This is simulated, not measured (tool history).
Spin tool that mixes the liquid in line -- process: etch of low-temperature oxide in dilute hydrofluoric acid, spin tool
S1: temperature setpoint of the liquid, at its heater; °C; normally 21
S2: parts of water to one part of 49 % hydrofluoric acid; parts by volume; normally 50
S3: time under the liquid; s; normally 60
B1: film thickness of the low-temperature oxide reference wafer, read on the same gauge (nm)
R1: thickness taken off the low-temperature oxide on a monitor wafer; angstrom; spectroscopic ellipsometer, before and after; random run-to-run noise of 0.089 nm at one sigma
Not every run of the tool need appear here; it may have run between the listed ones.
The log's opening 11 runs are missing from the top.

run 12 hour=601.8 | S1=17 S2=60 S3=40 | B1=100.02 | R1=88.9
run 13 hour=637.4 | S1=19 S2=50 S3=45 | B1=99.98 | R1=132.6
run 14 hour=705.8 | S1=21 S2=30 S3=60 | B1=100.01 | R1=327.6
run 15 hour=752.9 | S1=21 S2=50 S3=90 | B1=100.01 | R1=289.3
-- hour=817.9 gauge calibrated
run 16 hour=818.5 | S1=18 S2=50 S3=25 | B1=100.02 | R1=70.1
run 17 hour=852.3 | S1=18 S2=50 S3=25 | B1=99.98 | R1=70
run 18 hour=879.4 | S1=21 S2=60 S3=60 | B1=99.99 | R1=157
run 19 hour=912.1 | S1=24 S2=50 S3=30 | B1=99.99 | R1=106.9
run 20 hour=968.6 | S1=17 S2=65 S3=60 | B1=99.99 | R1=120.3
run 21 hour=1023 | S1=19 S2=50 S3=60 | B1=100 | R1=174.8
-- hour=1046.7 thermometer replaced
run 22 hour=1094.8 | S1=21 S2=50 S3=50 | B1=100.01 | R1=159.4
run 23 hour=1131.9 | S1=21 S2=75 S3=80 | B1=99.99 | R1=165.1
run 24 hour=1188.4 | S1=21 S2=50 S3=60 | B1=99.98 | R1=191.2
run 25 hour=1257.5 | S1=24 S2=50 S3=85 | B1=99.98 | R1=304.5
run 26 hour=1294.2 | S1=21 S2=50 S3=60 | B1=100.01 | R1=187.6
run 27 hour=1339.1 | S1=18.5 S2=40 S3=80 | B1=100.02 | R1=287.5
run 28 hour=1375.9 | S1=17 S2=35 S3=40 | B1=100.01 | R1=155.6
run 29 hour=1417.4 | S1=21 S2=50 S3=60 | B1=100.03 | R1=189.8
run 30 hour=1481.2 | S1=23.5 S2=25 S3=60 | B1=100 | R1=432.3

Run 31 is up next; what results do you expect?
run 31 hour=1535.4 | S1=21 S2=50 S3=60 | B1=? | R1=?

Run 31 yielded B1 100.02, R1 190.3 angstrom.
With no hidden state in the tool, this same run would have given R1 196 angstrom.
